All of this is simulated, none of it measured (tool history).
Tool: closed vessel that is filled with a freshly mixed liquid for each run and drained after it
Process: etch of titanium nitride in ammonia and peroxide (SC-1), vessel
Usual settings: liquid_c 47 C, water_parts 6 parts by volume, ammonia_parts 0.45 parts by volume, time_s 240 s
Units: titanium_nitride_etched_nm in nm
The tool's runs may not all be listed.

run	hour	liquid_c	water_parts	ammonia_parts	time_s	wafers since the last listed run	hours since the thermometer was replaced	hours since the ammonia flow meter was replaced	hours since the drum of ammonia solution was connected	hours since the gauge calibration	read-back film thickness of the titanium nitride reference wafer, read on the same gauge (nm)	titanium_nitride_etched_nm
1	0	47	6	0.45	240	0	2866.1	819.2	674.6	359.8	130	16.83
2	61.4	47	6.5	0.45	240	4418	2927.5	880.6	736	421.2	130.01	15.99
3	90	47	6	0.55	240	2058	2956.1	909.2	764.6	449.8	130.01	17.35
4	119.4	47	5	0.45	240	2115	2985.5	938.6	794	479.2	129.99	18.31
5	151.6	47	5	0.45	240	2317	3017.7	970.8	826.2	511.4	129.97	18.21
# hour 178.3: ammonia flow meter replaced
6	186.1	47	5	0.45	240	2410	3052.2	7.8	860.7	545.9	130	18.01
7	214.2	47	6	0.35	240	2022	3080.3	35.9	888.8	574	130.02	15.93
8	242.7	47	6	0.45	140	2050	3108.8	64.4	917.3	602.5	130.01	9.7
9	262.2	47	6	0.45	140	1403	3128.3	83.9	936.8	622	129.98	9.68
# hour 267.2: gauge calibrated
10	296.4	44.5	6	0.45	240	2461	3162.5	118.1	971	29.2	130.04	13.82
11	319.5	55.5	8	0.6	355	1662	3185.6	141.2	994.1	52.3	130.04	40.59
12	332.9	47	6	0.6	300	964	3199	154.6	1007.5	65.7	129.95	21.46
# hour 347.3: thermometer replaced
13	347.8	47	6	0.45	240	1000	0.5	169.5	1022.4	80.6	130.01	19.69
# hour 359.5: new drum of ammonia solution connected
14	380.4	57	6	0.6	145	2274	33.1	202.1	20.9	113.2	130.01	24.66
15	412.9	47	6	0.45	340	2338	65.6	234.6	53.4	145.7	129.96	27.72
16	440	47	6	0.45	240	1950	92.7	261.7	80.5	172.8	129.98	19.53
17	455.8	47	6	0.45	380	1137	108.5	277.5	96.3	188.6	130	30.66
18	469.1	43.5	6	0.6	240	957	121.8	290.8	109.6	201.9	130	15.89
19	481.3	55.5	5	0.45	365	877	134	303	121.8	214.1	130	58.09

Here are 5 independent what-if runs from the current tool condition. What would each one return?
A	482	47	6	0.45	240	50	134.7	303.7	122.5	214.8	?	?
B	482	38	8	0.55	240	50	134.7	303.7	122.5	214.8	?	?
C	482	47	5	0.25	315	50	134.7	303.7	122.5	214.8	?	?
D	482	54	6	0.45	240	50	134.7	303.7	122.5	214.8	?	?
E	482	47	5	0.55	240	50	134.7	303.7	122.5	214.8	?	?

run	read-back film thickness of the titanium nitride reference wafer, read on the same gauge (nm)	titanium_nitride_etched_nm
A	129.97	19.58
B	129.97	9.08
C	129.97	25.38
D	129.97	31.88
E	129.97	22.01
What these runs would have given with no unlogged condition in the tool:
run	titanium_nitride_etched_nm
A	20.26
B	9.41
C	26.26
D	32.94
E	22.78
